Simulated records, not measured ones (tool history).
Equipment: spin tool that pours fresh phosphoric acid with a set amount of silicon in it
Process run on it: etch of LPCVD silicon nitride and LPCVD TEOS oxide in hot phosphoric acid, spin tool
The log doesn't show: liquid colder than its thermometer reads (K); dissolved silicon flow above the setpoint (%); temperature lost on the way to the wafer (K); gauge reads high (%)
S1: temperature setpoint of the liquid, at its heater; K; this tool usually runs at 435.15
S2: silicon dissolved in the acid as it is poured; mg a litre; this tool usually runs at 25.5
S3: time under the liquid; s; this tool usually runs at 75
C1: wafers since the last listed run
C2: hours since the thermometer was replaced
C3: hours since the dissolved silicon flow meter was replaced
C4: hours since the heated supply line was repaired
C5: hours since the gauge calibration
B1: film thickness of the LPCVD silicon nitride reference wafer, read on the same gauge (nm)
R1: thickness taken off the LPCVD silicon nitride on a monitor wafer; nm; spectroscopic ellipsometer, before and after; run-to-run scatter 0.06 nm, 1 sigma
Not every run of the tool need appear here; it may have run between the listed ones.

Run 1, day 0.000: usual settings; C1 0; C2 988.0; C3 715.7; C4 32.9; C5 246.5; B1 49.99. Result: R1 6.43 nm.
Run 2, day 2.671: usual settings; C1 684; C2 1052.1; C3 779.8; C4 97.0; C5 310.6; B1 50.01. Result: R1 6.44 nm.
Run 3, day 6.708: usual settings; C1 1034; C2 1149.0; C3 876.7; C4 193.9; C5 407.5; B1 50.00. Result: R1 6.41 nm.
Run 4, day 8.396: usual settings; C1 432; C2 1189.5; C3 917.2; C4 234.4; C5 448.0; B1 49.97. Result: R1 6.41 nm.
Run 5, day 9.929: usual settings but S1 432.15 K, S2 7.5 mg a litre, S3 40 s; C1 392; C2 1226.3; C3 954.0; C4 271.2; C5 484.8; B1 49.97. Result: R1 3.07 nm.
At day 10.371: thermometer replaced.
Run 6, day 13.992: usual settings but S1 438.15 K; C1 1030; C2 86.9; C3 1051.5; C4 368.7; C5 582.3; B1 50.05. Result: R1 7.54 nm.
Run 7, day 17.829: usual settings but S1 434.15 K, S3 100 s; C1 983; C2 179.0; C3 1143.6; C4 460.8; C5 674.4; B1 50.01. Result: R1 8.73 nm.
At day 19.958: dissolved silicon flow meter replaced.
Run 8, day 20.325: usual settings but S1 432.65 K, S2 6.0 mg a litre, S3 50 s; C1 628; C2 238.9; C3 8.8; C4 520.7; C5 734.3; B1 50.00. Result: R1 4.09 nm.
Run 9, day 23.754: usual settings but S1 432.65 K, S2 14.5 mg a litre, S3 45 s; C1 878; C2 321.2; C3 91.1; C4 603.0; C5 816.6; B1 50.01. Result: R1 3.70 nm.
Run 10, day 26.792: usual settings but S3 95 s; C1 778; C2 394.1; C3 164.0; C4 675.9; C5 889.5; B1 49.98. Result: R1 8.31 nm.
Run 11, day 30.754: usual settings but S1 434.15 K; C1 1015; C2 489.2; C3 259.1; C4 771.0; C5 984.6; B1 49.95. Result: R1 6.32 nm.
Run 12, day 32.254: usual settings but S1 432.15 K, S2 37.5 mg a litre, S3 90 s; C1 384; C2 525.2; C3 295.1; C4 807.0; C5 1020.6; B1 50.03. Result: R1 7.13 nm.
Run 13, day 35.617: usual settings but S1 433.65 K, S2 16.0 mg a litre, S3 110 s; C1 861; C2 605.9; C3 375.8; C4 887.7; C5 1101.3; B1 49.98. Result: R1 9.20 nm.
Run 14, day 39.479: usual settings but S1 436.15 K, S2 32.0 mg a litre, S3 55 s; C1 989; C2 698.6; C3 468.5; C4 980.4; C5 1194.0; B1 50.00. Result: R1 4.91 nm.
Run 15, day 41.662: usual settings but S1 437.65 K, S3 90 s; C1 559; C2 751.0; C3 520.9; C4 1032.8; C5 1246.4; B1 50.03. Result: R1 8.51 nm.
Run 16, day 45.792: usual settings but S1 433.65 K, S2 38.5 mg a litre, S3 60 s; C1 1058; C2 850.1; C3 620.0; C4 1131.9; C5 1345.5; B1 50.03. Result: R1 4.87 nm.
Run 17, day 48.358: usual settings but S1 433.65 K, S2 16.0 mg a litre, S3 110 s; C1 657; C2 911.7; C3 681.6; C4 1193.5; C5 1407.1; B1 49.98. Result: R1 8.90 nm.
Run 18, day 51.775: usual settings; C1 875; C2 993.7; C3 763.6; C4 1275.5; C5 1489.1; B1 50.00. Result: R1 6.36 nm.
At day 53.262: gauge calibrated.
Run 19, day 53.954: usual settings but S1 436.65 K, S2 35.0 mg a litre, S3 105 s; C1 558; C2 1046.0; C3 815.9; C4 1327.8; C5 16.6; B1 50.00. Result: R1 9.37 nm.
At day 54.946: thermometer replaced.
Run 20, day 58.333: usual settings but S1 437.65 K, S2 39.5 mg a litre, S3 115 s; C1 1111; C2 81.3; C3 921.0; C4 1432.9; C5 121.7; B1 50.03. Result: R1 11.28 nm.
At day 58.400: dissolved silicon flow meter replaced.
Run 21, day 61.667: usual settings but S1 433.65 K, S2 17.0 mg a litre; C1 843; C2 161.3; C3 78.4; C4 1512.9; C5 201.7; B1 49.99. Result: R1 6.46 nm.
Run 22, day 65.271: usual settings; C1 923; C2 247.8; C3 164.9; C4 1599.4; C5 288.2; B1 50.00. Result: R1 6.75 nm.
Run 23, day 67.288: usual settings but S1 434.15 K, S3 55 s; C1 516; C2 296.2; C3 213.3; C4 1647.8; C5 336.6; B1 49.98. Result: R1 4.77 nm.

Some steps in R1, run to run, broken into two amounts with sign: the step expected even without the hidden condition (settings, incoming material, random variation), and the rest, left for the hidden condition together with whatever gauge scatter is not in both the measured and the hidden-condition-free result:
Run 7 -> 8: S1 434.15 -> 432.65, S2 25.5 -> 6.0, S3 100 -> 50, dissolved silicon flow meter replaced. R1 -4.64 nm: hidden state +0.10, all else -4.74.
Run 16 -> 17: S2 38.5 -> 16.0, S3 60 -> 110. R1 +4.03 nm: hidden state -0.33, all else +4.36.
Run 19 -> 20: S1 436.65 -> 437.65, S2 35.0 -> 39.5, S3 105 -> 115, thermometer replaced. R1 +1.91 nm: hidden state +0.72, all else +1.19.
Run 20 -> 21: S1 437.65 -> 433.65, S2 39.5 -> 17.0, S3 115 -> 75, dissolved silicon flow meter replaced. R1 -4.82 nm: hidden state -0.01, all else -4.81.
